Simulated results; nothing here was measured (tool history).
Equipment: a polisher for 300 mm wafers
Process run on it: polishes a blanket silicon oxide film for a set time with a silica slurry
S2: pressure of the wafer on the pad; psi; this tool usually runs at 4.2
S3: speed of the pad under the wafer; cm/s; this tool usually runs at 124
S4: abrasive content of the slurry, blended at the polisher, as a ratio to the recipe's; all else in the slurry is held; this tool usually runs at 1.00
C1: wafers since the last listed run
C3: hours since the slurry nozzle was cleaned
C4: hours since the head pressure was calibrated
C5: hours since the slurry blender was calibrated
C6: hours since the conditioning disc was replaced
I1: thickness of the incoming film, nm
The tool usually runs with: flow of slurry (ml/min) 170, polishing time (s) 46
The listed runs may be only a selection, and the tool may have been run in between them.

{"run": 1, "hour": 0.0, "flow of slurry (ml/min)": 170, "S2": 4.2, "S3": 124, "S4": 1.0, "polishing time (s)": 46, "C1": 0, "wafers polished on this pad": 1018, "C3": 182.8, "C4": 574.8, "C5": 19.0, "C6": 318.7, "I1": 1863.6, "film removed (Å)": 1892}
{"hour": 3.0, "done": "worn pad replaced by a new one"}
{"run": 2, "hour": 20.0, "flow of slurry (ml/min)": 170, "S2": 4.2, "S3": 124, "S4": 1.0, "polishing time (s)": 46, "C1": 155, "wafers polished on this pad": 155, "C3": 202.8, "C4": 594.8, "C5": 39.0, "C6": 338.7, "I1": 1871.5, "film removed (Å)": 1910}
{"run": 3, "hour": 34.8, "flow of slurry (ml/min)": 170, "S2": 4.2, "S3": 124, "S4": 1.0, "polishing time (s)": 46, "C1": 135, "wafers polished on this pad": 291, "C3": 217.6, "C4": 609.6, "C5": 53.8, "C6": 353.5, "I1": 1911.0, "film removed (Å)": 1899}
{"run": 4, "hour": 98.7, "flow of slurry (ml/min)": 170, "S2": 4.2, "S3": 148, "S4": 1.0, "polishing time (s)": 46, "C1": 586, "wafers polished on this pad": 878, "C3": 281.5, "C4": 673.5, "C5": 117.7, "C6": 417.4, "I1": 1906.5, "film removed (Å)": 2174}
{"hour": 124.0, "done": "worn pad replaced by a new one"}
{"run": 5, "hour": 124.5, "flow of slurry (ml/min)": 170, "S2": 4.2, "S3": 148, "S4": 1.0, "polishing time (s)": 46, "C1": 200, "wafers polished on this pad": 4, "C3": 307.3, "C4": 699.3, "C5": 143.5, "C6": 443.2, "I1": 1842.2, "film removed (Å)": 2154}
{"run": 6, "hour": 146.0, "flow of slurry (ml/min)": 170, "S2": 4.2, "S3": 124, "S4": 1.0, "polishing time (s)": 46, "C1": 197, "wafers polished on this pad": 202, "C3": 328.8, "C4": 720.8, "C5": 165.0, "C6": 464.7, "I1": 1863.4, "film removed (Å)": 1912}
{"hour": 149.9, "done": "slurry blender recalibrated"}
{"run": 7, "hour": 165.3, "flow of slurry (ml/min)": 170, "S2": 4.2, "S3": 124, "S4": 1.0, "polishing time (s)": 46, "C1": 158, "wafers polished on this pad": 361, "C3": 348.1, "C4": 740.1, "C5": 15.4, "C6": 484.0, "I1": 1891.4, "film removed (Å)": 1925}
{"run": 8, "hour": 191.6, "flow of slurry (ml/min)": 170, "S2": 4.2, "S3": 124, "S4": 1.0, "polishing time (s)": 46, "C1": 241, "wafers polished on this pad": 602, "C3": 374.4, "C4": 766.4, "C5": 41.7, "C6": 510.3, "I1": 1868.4, "film removed (Å)": 1920}
{"run": 9, "hour": 207.9, "flow of slurry (ml/min)": 170, "S2": 4.2, "S3": 124, "S4": 1.0, "polishing time (s)": 46, "C1": 149, "wafers polished on this pad": 751, "C3": 390.7, "C4": 782.7, "C5": 58.0, "C6": 526.6, "I1": 1865.6, "film removed (Å)": 1878}
{"hour": 225.2, "done": "conditioning disc replaced and pad reconditioned"}
{"hour": 227.6, "done": "worn pad replaced by a new one"}
{"run": 10, "hour": 233.8, "flow of slurry (ml/min)": 170, "S2": 4.2, "S3": 124, "S4": 1.0, "polishing time (s)": 46, "C1": 197, "wafers polished on this pad": 57, "C3": 416.6, "C4": 808.6, "C5": 83.9, "C6": 8.6, "I1": 1891.4, "film removed (Å)": 1855}
{"run": 11, "hour": 247.2, "flow of slurry (ml/min)": 170, "S2": 4.2, "S3": 124, "S4": 1.0, "polishing time (s)": 46, "C1": 122, "wafers polished on this pad": 180, "C3": 430.0, "C4": 822.0, "C5": 97.3, "C6": 22.0, "I1": 1882.5, "film removed (Å)": 1889}
{"run": 12, "hour": 280.4, "flow of slurry (ml/min)": 170, "S2": 4.2, "S3": 124, "S4": 1.0, "polishing time (s)": 46, "C1": 304, "wafers polished on this pad": 484, "C3": 463.2, "C4": 855.2, "C5": 130.5, "C6": 55.2, "I1": 1887.0, "film removed (Å)": 1875}
{"run": 13, "hour": 310.9, "flow of slurry (ml/min)": 155, "S2": 3.7, "S3": 124, "S4": 1.0, "polishing time (s)": 46, "C1": 279, "wafers polished on this pad": 764, "C3": 493.7, "C4": 885.7, "C5": 161.0, "C6": 85.7, "I1": 1869.3, "film removed (Å)": 1679}
{"hour": 328.6, "done": "slurry nozzle cleaned"}
{"run": 14, "hour": 329.1, "flow of slurry (ml/min)": 210, "S2": 3.1, "S3": 124, "S4": 1.0, "polishing time (s)": 51, "C1": 157, "wafers polished on this pad": 922, "C3": 0.5, "C4": 903.9, "C5": 179.2, "C6": 103.9, "I1": 1872.5, "film removed (Å)": 1846}
{"hour": 334.6, "done": "worn pad replaced by a new one"}
{"hour": 338.4, "done": "slurry blender recalibrated"}
{"run": 15, "hour": 361.3, "flow of slurry (ml/min)": 220, "S2": 3.0, "S3": 124, "S4": 1.0, "polishing time (s)": 46, "C1": 240, "wafers polished on this pad": 226, "C3": 32.7, "C4": 936.1, "C5": 22.9, "C6": 136.1, "I1": 1906.9, "film removed (Å)": 1646}
{"run": 16, "hour": 382.6, "flow of slurry (ml/min)": 205, "S2": 4.2, "S3": 124, "S4": 1.0, "polishing time (s)": 46, "C1": 195, "wafers polished on this pad": 422, "C3": 54.0, "C4": 957.4, "C5": 44.2, "C6": 157.4, "I1": 1877.0, "film removed (Å)": 1943}
{"run": 17, "hour": 418.5, "flow of slurry (ml/min)": 220, "S2": 4.6, "S3": 164, "S4": 1.0, "polishing time (s)": 58, "C1": 329, "wafers polished on this pad": 751, "C3": 89.9, "C4": 993.3, "C5": 80.1, "C6": 193.3, "I1": 1895.8, "film removed (Å)": 3246}
{"hour": 429.3, "done": "head pressure recalibrated"}
{"run": 18, "hour": 441.1, "flow of slurry (ml/min)": 170, "S2": 2.9, "S3": 80, "S4": 1.25, "polishing time (s)": 54, "C1": 189, "wafers polished on this pad": 940, "C3": 112.5, "C4": 11.8, "C5": 102.7, "C6": 215.9, "I1": 1875.0, "film removed (Å)": 1318}
{"hour": 449.5, "done": "worn pad replaced by a new one"}
{"run": 19, "hour": 454.3, "flow of slurry (ml/min)": 170, "S2": 4.2, "S3": 124, "S4": 1.0, "polishing time (s)": 46, "C1": 84, "wafers polished on this pad": 44, "C3": 125.7, "C4": 25.0, "C5": 115.9, "C6": 229.1, "I1": 1860.8, "film removed (Å)": 1792}
{"run": 20, "hour": 480.6, "flow of slurry (ml/min)": 210, "S2": 3.1, "S3": 124, "S4": 1.0, "polishing time (s)": 51, "C1": 241, "wafers polished on this pad": 285, "C3": 152.0, "C4": 51.3, "C5": 142.2, "C6": 255.4, "I1": 1891.0, "film removed (Å)": 1720}
{"run": 21, "hour": 509.7, "flow of slurry (ml/min)": 170, "S2": 4.2, "S3": 124, "S4": 1.0, "polishing time (s)": 46, "C1": 267, "wafers polished on this pad": 552, "C3": 181.1, "C4": 80.4, "C5": 171.3, "C6": 284.5, "I1": 1856.8, "film removed (Å)": 1797}
{"hour": 526.8, "done": "slurry blender recalibrated"}
{"run": 22, "hour": 531.3, "flow of slurry (ml/min)": 170, "S2": 4.2, "S3": 124, "S4": 1.0, "polishing time (s)": 46, "C1": 179, "wafers polished on this pad": 732, "C3": 202.7, "C4": 102.0, "C5": 4.5, "C6": 306.1, "I1": 1875.8, "film removed (Å)": 1761}
{"hour": 556.5, "done": "worn pad replaced by a new one"}
{"run": 23, "hour": 560.8, "flow of slurry (ml/min)": 170, "S2": 4.2, "S3": 160, "S4": 1.0, "polishing time (s)": 46, "C1": 234, "wafers polished on this pad": 39, "C3": 232.2, "C4": 131.5, "C5": 34.0, "C6": 335.6, "I1": 1885.3, "film removed (Å)": 2192}
{"run": 24, "hour": 580.5, "flow of slurry (ml/min)": 170, "S2": 4.2, "S3": 124, "S4": 1.0, "polishing time (s)": 61, "C1": 180, "wafers polished on this pad": 219, "C3": 251.9, "C4": 151.2, "C5": 53.7, "C6": 355.3, "I1": 1914.4, "film removed (Å)": 2387}

Measured result minus the same run's result without the hidden state. Both carry the same run-to-run variation, though not necessarily the same gauge scatter:
The tool's hidden condition here consists of: removal rate lost through wear of the pad, %; slurry flow missing at the pad, %; deviation of the head's pressure from its setpoint, %; abrasive missing from the slurry, %; time polished since the conditioner stopped cutting, s.
run=1 film_removed_(Å)=+129
run=2 film_removed_(Å)=+132
run=3 film_removed_(Å)=+131
run=4 film_removed_(Å)=+155
run=5 film_removed_(Å)=+154
run=6 film_removed_(Å)=+138
run=7 film_removed_(Å)=+139
run=8 film_removed_(Å)=+140
run=9 film_removed_(Å)=+137
run=10 film_removed_(Å)=+137
run=11 film_removed_(Å)=+139
run=12 film_removed_(Å)=+139
run=13 film_removed_(Å)=+125
run=14 film_removed_(Å)=+138
run=15 film_removed_(Å)=+124
run=16 film_removed_(Å)=+146
run=17 film_removed_(Å)=+245
run=18 film_removed_(Å)=+11
run=19 film_removed_(Å)=+20
run=20 film_removed_(Å)=+29
run=21 film_removed_(Å)=+41
run=22 film_removed_(Å)=+46
run=23 film_removed_(Å)=+68
run=24 film_removed_(Å)=+81
